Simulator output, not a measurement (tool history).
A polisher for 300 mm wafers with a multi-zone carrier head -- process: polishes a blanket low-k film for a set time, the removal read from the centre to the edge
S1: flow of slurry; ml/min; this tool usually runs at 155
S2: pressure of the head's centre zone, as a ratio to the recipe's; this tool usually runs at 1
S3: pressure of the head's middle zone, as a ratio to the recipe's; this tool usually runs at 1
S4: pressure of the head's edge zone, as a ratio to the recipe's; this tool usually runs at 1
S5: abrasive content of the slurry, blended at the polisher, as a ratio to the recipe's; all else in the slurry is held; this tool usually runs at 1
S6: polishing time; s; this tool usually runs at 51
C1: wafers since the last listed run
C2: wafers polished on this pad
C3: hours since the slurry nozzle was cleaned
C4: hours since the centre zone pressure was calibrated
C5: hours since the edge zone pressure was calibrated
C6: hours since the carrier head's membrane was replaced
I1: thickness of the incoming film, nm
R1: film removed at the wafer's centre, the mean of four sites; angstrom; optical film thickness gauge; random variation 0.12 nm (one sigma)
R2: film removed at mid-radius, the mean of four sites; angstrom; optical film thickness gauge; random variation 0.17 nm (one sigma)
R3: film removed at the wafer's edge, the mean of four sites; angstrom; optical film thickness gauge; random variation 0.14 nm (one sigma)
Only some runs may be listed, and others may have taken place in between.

run	day	S1	S2	S3	S4	S5	S6	C1	C2	C3	C4	C5	C6	I1	R1	R2	R3
1	0	155	1	0.92	1.06	1	51	0	73	163.5	56.5	130.6	19.7	433.6	91	87	111
# day 0.158: slurry nozzle cleaned, repeated, since the last time left the tool worse
2	0.308	155	1	0.92	0.9	0.75	51	47	121	3.6	63.9	138	27.1	430.9	97	84	93
3	0.625	175	1	0.89	1	1	37	56	177	11.2	71.5	145.6	34.7	426.8	92	80	88
4	1.075	155	0.93	1	0.96	1	51	80	257	22	82.3	156.4	45.5	430.5	112	118	119
5	2.483	155	1	1	1	1	51	250	508	55.8	116.1	190.2	79.3	430.7	121	118	121
6	2.996	155	1	1	1	1	42	91	599	68.1	128.4	202.5	91.6	427.2	98	99	101
7	3.6	155	1	1	0.95	1	51	107	707	82.6	142.9	217	106.1	426.5	117	116	119
8	4.204	155	1.1	1	1.07	1	51	107	814	97.1	157.4	231.5	120.6	423.7	131	115	125
9	4.858	155	1.08	1	0.89	0.7	61	116	931	112.8	173.1	247.2	136.3	430.7	112	105	98
10	5.417	170	1	1	1	0.9	51	99	1030	126.2	186.5	260.6	149.7	429.6	111	109	113
# day 5.867: worn pad replaced by a new one
11	6.025	120	1.09	1	0.91	1.2	51	78	28	140.8	201.1	275.2	164.3	432.2	134	121	121
12	6.317	155	1	1	1.11	1	51	51	80	147.8	208.1	282.2	171.3	432.9	117	114	127
13	6.688	185	0.95	1	1	1	51	66	146	156.7	217	291.1	180.2	428.5	118	119	124
14	7.154	155	1	1.04	1	0.85	40	83	229	167.9	228.2	302.3	191.4	430.5	83	81	84
15	7.608	185	1	1.09	1	1	38	80	310	178.8	239.1	313.2	202.3	428.3	93	97	93
16	8.325	155	0.95	1	1	1	51	127	437	196	256.3	330.4	219.5	424.8	114	114	120
17	8.596	155	1	1	1	1	51	48	486	202.5	262.8	336.9	226	427.8	116	114	120
18	10.629	155	0.89	1	1	1	51	362	848	251.3	311.6	385.7	274.8	423.8	106	119	121
19	11.2	135	1	1.06	1	0.8	34	101	949	265	325.3	399.4	288.5	425.2	63	66	66
# day 11.796: worn pad replaced by a new one
20	11.854	155	1	1	1	1	51	86	10	280.7	341	415.1	304.2	426.2	116	116	121
21	12.408	210	1	1	1	1	37	98	108	294	354.3	428.4	317.5	431.2	90	89	92
22	12.688	130	1	1.05	1	1	51	49	158	300.7	361	435.1	324.2	436.7	111	114	114

Give the tool's hidden conditions for every run:
removal rate lost through wear of the pad, %: 0 on each run
deviation of the centre zone's pressure from its setpoint, %: 0 on each run
deviation of the edge zone's pressure from its setpoint, %: 0 on each run
H1: slurry flow missing at the pad, %
run	H1
1	51.9
2	1.61
3	2.26
4	3.16
5	5.7
6	6.54
7	7.48
8	8.36
9	9.26
10	9.98
11	10.7
12	11.1
13	11.5
14	12
15	12.5
16	13.1
17	13.4
18	15.1
19	15.5
20	15.9
21	16.3
22	16.5
